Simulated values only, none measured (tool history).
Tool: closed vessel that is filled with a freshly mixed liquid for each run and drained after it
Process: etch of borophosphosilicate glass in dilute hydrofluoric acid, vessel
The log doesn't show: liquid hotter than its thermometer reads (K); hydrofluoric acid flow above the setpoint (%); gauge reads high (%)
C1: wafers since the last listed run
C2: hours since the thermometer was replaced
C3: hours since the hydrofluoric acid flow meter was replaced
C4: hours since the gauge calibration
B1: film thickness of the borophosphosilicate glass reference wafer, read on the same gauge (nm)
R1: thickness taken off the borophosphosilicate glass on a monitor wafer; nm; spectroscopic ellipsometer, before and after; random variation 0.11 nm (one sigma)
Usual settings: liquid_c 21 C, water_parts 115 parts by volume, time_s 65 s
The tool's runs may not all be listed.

Run 1, hour 0: usual settings; C1 0; C2 432.8; C3 1656.7; C4 3068.6; B1 29.99. Result: R1 34.29 nm.
Run 2, hour 80.5: usual settings but time_s 90 s; C1 8910; C2 513.3; C3 1737.2; C4 3149.1; B1 29.98. Result: R1 47.45 nm.
Run 3, hour 120.5: usual settings but water_parts 135 parts by volume; C1 4427; C2 553.3; C3 1777.2; C4 3189.1; B1 29.98. Result: R1 28.71 nm.
Run 4, hour 160.9: usual settings but water_parts 135 parts by volume; C1 4471; C2 593.7; C3 1817.6; C4 3229.5; B1 30.01. Result: R1 28.68 nm.
Run 5, hour 237.6: usual settings but water_parts 135 parts by volume; C1 8489; C2 670.4; C3 1894.3; C4 3306.2; B1 30. Result: R1 28.79 nm.
Run 6, hour 489.6: usual settings; C1 27893; C2 922.4; C3 2146.3; C4 3558.2; B1 29.99. Result: R1 34.8 nm.
Run 7, hour 534.3: usual settings; C1 4947; C2 967.1; C3 2191; C4 3602.9; B1 30.02. Result: R1 34.43 nm.
Run 8, hour 612.8: usual settings; C1 8688; C2 1045.6; C3 2269.5; C4 3681.4; B1 29.98. Result: R1 34.7 nm.
Run 9, hour 651.6: usual settings but water_parts 80 parts by volume; C1 4294; C2 1084.4; C3 2308.3; C4 3720.2; B1 30.03. Result: R1 51.62 nm.
Run 10, hour 747.3: usual settings but liquid_c 22.5 C; C1 10592; C2 1180.1; C3 2404; C4 3815.9; B1 30.02. Result: R1 36.86 nm.
At hour 754: gauge calibrated.
Run 11, hour 834.9: usual settings; C1 9696; C2 1267.7; C3 2491.6; C4 80.9; B1 29.97. Result: R1 34.88 nm.
Run 12, hour 925.9: usual settings; C1 10072; C2 1358.7; C3 2582.6; C4 171.9; B1 30.03. Result: R1 34.79 nm.
At hour 967.8: hydrofluoric acid flow meter replaced.
Run 13, hour 1006.1: usual settings but liquid_c 17 C, water_parts 145 parts by volume, time_s 35 s; C1 8766; C2 1438.9; C3 38.3; C4 252.1; B1 29.98. Result: R1 11.8 nm.
Run 14, hour 1098.1: usual settings; C1 10183; C2 1530.9; C3 130.3; C4 344.1; B1 30.03. Result: R1 33.55 nm.
Run 15, hour 1184.4: usual settings but liquid_c 23 C, water_parts 60 parts by volume; C1 9552; C2 1617.2; C3 216.6; C4 430.4; B1 30.02. Result: R1 74.57 nm.
At hour 1224.3: thermometer replaced.
Run 16, hour 1277.5: usual settings but water_parts 160 parts by volume; C1 10194; C2 53.2; C3 309.7; C4 523.5; B1 29.98. Result: R1 23.1 nm.
Run 17, hour 1324.8: usual settings but liquid_c 24.5 C, water_parts 85 parts by volume, time_s 40 s; C1 5235; C2 100.5; C3 357; C4 570.8; B1 30.01. Result: R1 33.49 nm.
Run 18, hour 1381.3: usual settings; C1 6253; C2 157; C3 413.5; C4 627.3; B1 29.98. Result: R1 33.65 nm.
Run 19, hour 1439.8: usual settings; C1 6475; C2 215.5; C3 472; C4 685.8; B1 29.98. Result: R1 33.62 nm.
Run 20, hour 1510.3: usual settings but liquid_c 26 C, water_parts 60 parts by volume, time_s 90 s; C1 7803; C2 286; C3 542.5; C4 756.3; B1 29.98. Result: R1 116.75 nm.
Run 21, hour 1612.6: usual settings; C1 11323; C2 388.3; C3 644.8; C4 858.6; B1 30.01. Result: R1 33.89 nm.
Run 22, hour 1662.9: usual settings but liquid_c 22.5 C, water_parts 80 parts by volume, time_s 30 s; C1 5567; C2 438.6; C3 695.1; C4 908.9; B1 30. Result: R1 24.81 nm.
Run 23, hour 1728.5: usual settings but water_parts 80 parts by volume; C1 7261; C2 504.2; C3 760.7; C4 974.5; B1 30.03. Result: R1 50.72 nm.
Run 24, hour 1769.5: usual settings but liquid_c 22.5 C, water_parts 150 parts by volume, time_s 50 s; C1 4538; C2 545.2; C3 801.7; C4 1015.5; B1 30.02. Result: R1 20.53 nm.
Run 25, hour 1832.2: usual settings; C1 6940; C2 607.9; C3 864.4; C4 1078.2; B1 30.01. Result: R1 34.12 nm.
Run 26, hour 1890.8: usual settings but liquid_c 17 C, water_parts 55 parts by volume, time_s 90 s; C1 6486; C2 666.5; C3 923; C4 1136.8; B1 30. Result: R1 89.11 nm.
Run 27, hour 2205.4: usual settings but liquid_c 23 C, water_parts 70 parts by volume, time_s 35 s; C1 34822; C2 981.1; C3 1237.6; C4 1451.4; B1 30.02. Result: R1 34.37 nm.
Run 28, hour 2417.5: usual settings but water_parts 60 parts by volume; C1 23476; C2 1193.2; C3 1449.7; C4 1663.5; B1 30.02. Result: R1 69.99 nm.
Run 29, hour 2519.6: usual settings but liquid_c 25 C; C1 11301; C2 1295.3; C3 1551.8; C4 1765.6; B1 30. Result: R1 40.37 nm.
Run 30, hour 2561.5: usual settings but liquid_c 24.5 C, water_parts 80 parts by volume, time_s 30 s; C1 4637; C2 1337.2; C3 1593.7; C4 1807.5; B1 29.99. Result: R1 27.28 nm.
Run 31, hour 2633.5: usual settings; C1 7969; C2 1409.2; C3 1665.7; C4 1879.5; B1 30.02. Result: R1 34.41 nm.
Run 32, hour 2737.4: usual settings but liquid_c 17 C, water_parts 70 parts by volume, time_s 30 s; C1 11500; C2 1513.1; C3 1769.6; C4 1983.4; B1 30.01. Result: R1 23.4 nm.

Hidden state or all else? Some run-to-run changes of R1, split into what the settings, what came in and random variation would give without the hidden state, and what is left for the hidden state (with any gauge scatter that isn't in both results):
Run 12 -> 13: liquid_c 21 -> 17, water_parts 115 -> 145, time_s 65 -> 35, hydrofluoric acid flow meter replaced. R1 -22.99 nm: hidden state -1.54, all else -21.45.
Run 19 -> 20: liquid_c 21 -> 26, water_parts 115 -> 60, time_s 65 -> 90. R1 +83.13 nm: hidden state +1.31, all else +81.82.
Run 20 -> 21: liquid_c 26 -> 21, water_parts 60 -> 115, time_s 90 -> 65. R1 -82.86 nm: hidden state -1.21, all else -81.65.
Run 25 -> 26: liquid_c 21 -> 17, water_parts 115 -> 55, time_s 65 -> 90. R1 +54.99 nm: hidden state +1.17, all else +53.82.
